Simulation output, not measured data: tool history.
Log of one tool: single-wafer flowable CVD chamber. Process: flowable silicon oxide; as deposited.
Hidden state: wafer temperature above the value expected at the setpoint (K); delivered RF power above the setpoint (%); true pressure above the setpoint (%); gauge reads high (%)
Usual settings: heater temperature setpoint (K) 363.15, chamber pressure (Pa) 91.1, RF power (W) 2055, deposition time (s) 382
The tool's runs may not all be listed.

run	hour	heater temperature setpoint (K)	chamber pressure (Pa)	RF power (W)	deposition time (s)	wafers since the last listed run	hours since the last thermocouple change	hours since the last RF generator calibration	hours since the last manometer calibration	hours since the showerhead was replaced	hours since the gauge calibration	read-back reference wafer on the same gauge, thickness_nm	mean film thickness on the monitor wafer (Å)
1	0	353.15	91.1	2055	335	0	2809.2	1965.6	2580.4	4137.3	143	246.019	2758.96
2	13.7	353.15	91.1	2055	335	65	2822.9	1979.3	2594.1	4151	156.7	246.011	2777.61
3	28	372.15	91.1	2055	382	68	2837.2	1993.6	2608.4	4165.3	171	246.087	1841.87
4	40.1	355.15	91.1	1840	382	58	2849.3	2005.7	2620.5	4177.4	183.1	246.011	2905.27
5	50.6	355.15	91.1	1840	382	50	2859.8	2016.2	2631	4187.9	193.6	245.939	2893.25
6	57.1	363.15	91.1	2055	366	31	2866.3	2022.7	2637.5	4194.4	200.1	246.018	2300.15
7	63.3	363.15	83.7	2055	382	29	2872.5	2028.9	2643.7	4200.6	206.3	246.078	2203.74
8	72.5	363.15	83.7	2055	382	44	2881.7	2038.1	2652.9	4209.8	215.5	246.02	2209.69
9	89.9	363.15	91.1	2055	382	83	2899.1	2055.5	2670.3	4227.2	232.9	246.022	2390.59
10	97.6	363.15	91.1	2055	382	37	2906.8	2063.2	2678	4234.9	240.6	246.056	2395.43
11	110.3	363.15	91.1	2055	382	61	2919.5	2075.9	2690.7	4247.6	253.3	246.067	2390.93
12	126.1	363.15	91.1	2055	382	75	2935.3	2091.7	2706.5	4263.4	269.1	245.881	2396.22
# hour 136.8: RF generator calibrated
13	137.3	363.15	91.1	2055	382	15	2946.5	0.5	2717.7	4274.6	280.3	245.982	2397.5
# hour 150: showerhead replaced
# hour 152.8: capacitance manometer re-zeroed and calibrated
14	153.3	363.15	91.1	2055	382	24	2962.5	16.5	0.5	3.3	296.3	245.981	2587.73
15	160.5	363.15	91.1	1875	382	34	2969.7	23.7	7.7	10.5	303.5	246.017	2531.68
# hour 172.5: thermocouple changed; heater temperature recalibrated
# hour 172.9: gauge calibrated
16	173	352.15	91.1	1835	350	21	0.5	36.2	20.2	23	0.1	245.982	3395.34
17	187.4	363.15	91.1	2055	382	69	14.9	50.6	34.6	37.4	14.5	245.984	2846.48
18	195.5	363.15	98.5	2055	382	38	23	58.7	42.7	45.5	22.6	246.047	3093.52
19	205.5	363.15	91.1	1705	457	48	33	68.7	52.7	55.5	32.6	246.02	3234.76
20	246.3	349.15	82.9	1745	382	196	73.8	109.5	93.5	96.3	73.4	246.021	3537.6
21	256	357.15	91.1	2055	382	46	83.5	119.2	103.2	106	83.1	246.068	3307.74
22	272.4	369.15	91.1	2055	345	78	99.9	135.6	119.6	122.4	99.5	245.937	2137.93
23	284.9	355.15	91.1	1775	382	60	112.4	148.1	132.1	134.9	112	245.971	3355.76
24	297.9	363.15	91.1	1920	382	62	125.4	161.1	145.1	147.9	125	246.059	2786
25	312.7	354.15	91.1	1780	382	71	140.2	175.9	159.9	162.7	139.8	245.943	3430.58
26	348.9	363.15	91.1	2055	382	173	176.4	212.1	196.1	198.9	176	246.14	2826.01
27	365.9	353.15	83.7	2455	382	81	193.4	229.1	213.1	215.9	193	246.022	3477.8
28	373.8	363.15	110.3	2180	382	37	201.3	237	221	223.8	200.9	245.952	3454.66
29	380.9	363.15	91.1	2055	382	34	208.4	244.1	228.1	230.9	208	245.978	2811.39

3 ways to go on from here, each from the tool as it stands after run 29. What would each give?
A	381.4	363.15	82.3	2055	382	2	208.9	244.6	228.6	231.4	208.5	?	?
B	381.4	368.15	108.9	2055	329	2	208.9	244.6	228.6	231.4	208.5	?	?
C	381.4	363.15	106	2055	415	2	208.9	244.6	228.6	231.4	208.5	?	?

run	read-back reference wafer on the same gauge, thickness_nm	mean film thickness on the monitor wafer (Å)
A	245.991	2549.52
B	245.991	2507.6
C	245.991	3567.59
Without the tool's hidden state the same runs would have given:
run	mean film thickness on the monitor wafer (Å)
A	2604.04
B	2559.69
C	3642.63
